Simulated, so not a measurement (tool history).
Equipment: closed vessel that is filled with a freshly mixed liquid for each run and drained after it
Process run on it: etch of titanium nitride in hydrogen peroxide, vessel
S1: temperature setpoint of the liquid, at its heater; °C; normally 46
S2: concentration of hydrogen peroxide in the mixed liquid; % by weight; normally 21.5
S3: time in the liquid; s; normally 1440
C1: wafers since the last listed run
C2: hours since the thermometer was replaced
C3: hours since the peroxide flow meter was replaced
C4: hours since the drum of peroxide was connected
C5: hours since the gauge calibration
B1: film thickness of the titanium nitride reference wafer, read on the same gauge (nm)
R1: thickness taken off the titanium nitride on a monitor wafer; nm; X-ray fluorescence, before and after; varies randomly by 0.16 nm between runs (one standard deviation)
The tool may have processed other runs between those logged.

{"run": 1, "hour": 0.0, "S1": 46, "S2": 21.5, "S3": 1440, "C1": 0, "C2": 472, "C3": 1024.7, "C4": 565.8, "C5": 3813.7, "B1": 94.65, "R1": 27.01}
{"run": 2, "hour": 75.1, "S1": 46, "S2": 21.5, "S3": 1440, "C1": 3357, "C2": 547.1, "C3": 1099.8, "C4": 640.9, "C5": 3888.8, "B1": 94.75, "R1": 27.12}
{"run": 3, "hour": 125.2, "S1": 46, "S2": 25, "S3": 1440, "C1": 2239, "C2": 597.2, "C3": 1149.9, "C4": 691, "C5": 3938.9, "B1": 94.75, "R1": 28.21}
{"run": 4, "hour": 209.1, "S1": 46, "S2": 25, "S3": 1440, "C1": 3750, "C2": 681.1, "C3": 1233.8, "C4": 774.9, "C5": 4022.8, "B1": 94.9, "R1": 27.8}
{"run": 5, "hour": 268.8, "S1": 46, "S2": 25, "S3": 1440, "C1": 2668, "C2": 740.8, "C3": 1293.5, "C4": 834.6, "C5": 4082.5, "B1": 94.94, "R1": 28.15}
{"hour": 284.1, "done": "peroxide flow meter replaced"}
{"run": 6, "hour": 312.8, "S1": 46, "S2": 21.5, "S3": 1440, "C1": 1922, "C2": 784.8, "C3": 28.7, "C4": 878.6, "C5": 4126.5, "B1": 95.02, "R1": 27.24}
{"hour": 406.8, "done": "gauge calibrated"}
{"run": 7, "hour": 410.4, "S1": 40.5, "S2": 21.5, "S3": 1440, "C1": 4362, "C2": 882.4, "C3": 126.3, "C4": 976.2, "C5": 3.6, "B1": 89.75, "R1": 16.84}
{"run": 8, "hour": 457.8, "S1": 46, "S2": 21.5, "S3": 1440, "C1": 2118, "C2": 929.8, "C3": 173.7, "C4": 1023.6, "C5": 51, "B1": 89.75, "R1": 25.76}
{"run": 9, "hour": 498.3, "S1": 39.5, "S2": 21.5, "S3": 700, "C1": 1810, "C2": 970.3, "C3": 214.2, "C4": 1064.1, "C5": 91.5, "B1": 89.87, "R1": 7.66}
{"hour": 520.3, "done": "thermometer replaced"}
{"hour": 559.6, "done": "new drum of peroxide connected"}
{"run": 10, "hour": 584.8, "S1": 38, "S2": 21.5, "S3": 900, "C1": 3777, "C2": 64.5, "C3": 300.7, "C4": 25.2, "C5": 178, "B1": 89.94, "R1": 8.79}
{"run": 11, "hour": 883.2, "S1": 41.5, "S2": 18.5, "S3": 1440, "C1": 13339, "C2": 362.9, "C3": 599.1, "C4": 323.6, "C5": 476.4, "B1": 90.28, "R1": 18.05}
{"run": 12, "hour": 982.0, "S1": 46, "S2": 19, "S3": 930, "C1": 4416, "C2": 461.7, "C3": 697.9, "C4": 422.4, "C5": 575.2, "B1": 90.42, "R1": 16.49}
{"run": 13, "hour": 1033.7, "S1": 36.5, "S2": 26.5, "S3": 2250, "C1": 2311, "C2": 513.4, "C3": 749.6, "C4": 474.1, "C5": 626.9, "B1": 90.51, "R1": 20.65}
{"run": 14, "hour": 1133.6, "S1": 46, "S2": 16, "S3": 1440, "C1": 4465, "C2": 613.3, "C3": 849.5, "C4": 574, "C5": 726.8, "B1": 90.64, "R1": 24.64}
{"run": 15, "hour": 1186.4, "S1": 43.5, "S2": 19, "S3": 1440, "C1": 2360, "C2": 666.1, "C3": 902.3, "C4": 626.8, "C5": 779.6, "B1": 90.66, "R1": 21.16}
{"run": 16, "hour": 1262.5, "S1": 41, "S2": 17.5, "S3": 1440, "C1": 3401, "C2": 742.2, "C3": 978.4, "C4": 702.9, "C5": 855.7, "B1": 90.75, "R1": 17.08}
{"run": 17, "hour": 1338.8, "S1": 55, "S2": 21.5, "S3": 1690, "C1": 3410, "C2": 818.5, "C3": 1054.7, "C4": 779.2, "C5": 932, "B1": 90.86, "R1": 58.5}
{"run": 18, "hour": 1425.6, "S1": 52, "S2": 27.5, "S3": 1440, "C1": 3880, "C2": 905.3, "C3": 1141.5, "C4": 866, "C5": 1018.8, "B1": 90.98, "R1": 43.06}
{"run": 19, "hour": 1523.1, "S1": 39, "S2": 21.5, "S3": 2145, "C1": 4358, "C2": 1002.8, "C3": 1239, "C4": 963.5, "C5": 1116.3, "B1": 91.07, "R1": 22.82}
{"hour": 1586.4, "done": "thermometer replaced"}
{"run": 20, "hour": 1605.5, "S1": 38, "S2": 18.5, "S3": 1440, "C1": 3638, "C2": 19.1, "C3": 1321.4, "C4": 1045.9, "C5": 1198.7, "B1": 91.22, "R1": 13.81}
{"hour": 1644.4, "done": "new drum of peroxide connected"}
{"hour": 1646.4, "done": "peroxide flow meter replaced"}
{"run": 21, "hour": 1676.3, "S1": 46, "S2": 23.5, "S3": 1440, "C1": 3075, "C2": 89.9, "C3": 29.9, "C4": 31.9, "C5": 1269.5, "B1": 91.28, "R1": 26.83}
{"run": 22, "hour": 1772.9, "S1": 49, "S2": 21.5, "S3": 2115, "C1": 4318, "C2": 186.5, "C3": 126.5, "C4": 128.5, "C5": 1366.1, "B1": 91.34, "R1": 48.2}
{"run": 23, "hour": 1864.5, "S1": 40, "S2": 18, "S3": 1680, "C1": 4094, "C2": 278.1, "C3": 218.1, "C4": 220.1, "C5": 1457.7, "B1": 91.52, "R1": 18.67}
{"run": 24, "hour": 1957.1, "S1": 50.5, "S2": 21.5, "S3": 840, "C1": 4139, "C2": 370.7, "C3": 310.7, "C4": 312.7, "C5": 1550.3, "B1": 91.61, "R1": 21.4}
{"run": 25, "hour": 2046.5, "S1": 46, "S2": 21.5, "S3": 635, "C1": 3996, "C2": 460.1, "C3": 400.1, "C4": 402.1, "C5": 1639.7, "B1": 91.72, "R1": 11.55}
{"run": 26, "hour": 2130.5, "S1": 40.5, "S2": 21.5, "S3": 1440, "C1": 3754, "C2": 544.1, "C3": 484.1, "C4": 486.1, "C5": 1723.7, "B1": 91.82, "R1": 17.45}
{"run": 27, "hour": 2438.9, "S1": 50, "S2": 21.5, "S3": 995, "C1": 13786, "C2": 852.5, "C3": 792.5, "C4": 794.5, "C5": 2032.1, "B1": 92.2, "R1": 24.2}
{"hour": 2497.3, "done": "thermometer replaced"}
{"run": 28, "hour": 2522.8, "S1": 46, "S2": 21.5, "S3": 785, "C1": 3705, "C2": 25.5, "C3": 876.4, "C4": 878.4, "C5": 2116, "B1": 92.28, "R1": 14.41}
{"run": 29, "hour": 2580.8, "S1": 46, "S2": 21.5, "S3": 1440, "C1": 2592, "C2": 83.5, "C3": 934.4, "C4": 936.4, "C5": 2174, "B1": 92.35, "R1": 26.73}

4 options for the next run, each taken on its own from the tool as it stands now. Forecast them:
{"run": "A", "hour": 2581.9, "S1": 46, "S2": 21.5, "S3": 1440, "C1": 49, "C2": 84.6, "C3": 935.5, "C4": 937.5, "C5": 2175.1, "B1": "?", "R1": "?"}
{"run": "B", "hour": 2581.9, "S1": 55, "S2": 24, "S3": 1955, "C1": 49, "C2": 84.6, "C3": 935.5, "C4": 937.5, "C5": 2175.1, "B1": "?", "R1": "?"}
{"run": "C", "hour": 2581.9, "S1": 40, "S2": 27.5, "S3": 675, "C1": 49, "C2": 84.6, "C3": 935.5, "C4": 937.5, "C5": 2175.1, "B1": "?", "R1": "?"}
{"run": "D", "hour": 2581.9, "S1": 53, "S2": 16.5, "S3": 900, "C1": 49, "C2": 84.6, "C3": 935.5, "C4": 937.5, "C5": 2175.1, "B1": "?", "R1": "?"}

run=A B1=92.37 R1=26.94
run=B B1=92.37 R1=71.63
run=C B1=92.37 R1=8.47
run=D B1=92.37 R1=26.43
Had the tool no hidden state, the same runs would have come out as:
run=A R1=26.25
run=B R1=69.8
run=C R1=8.26
run=D R1=25.75
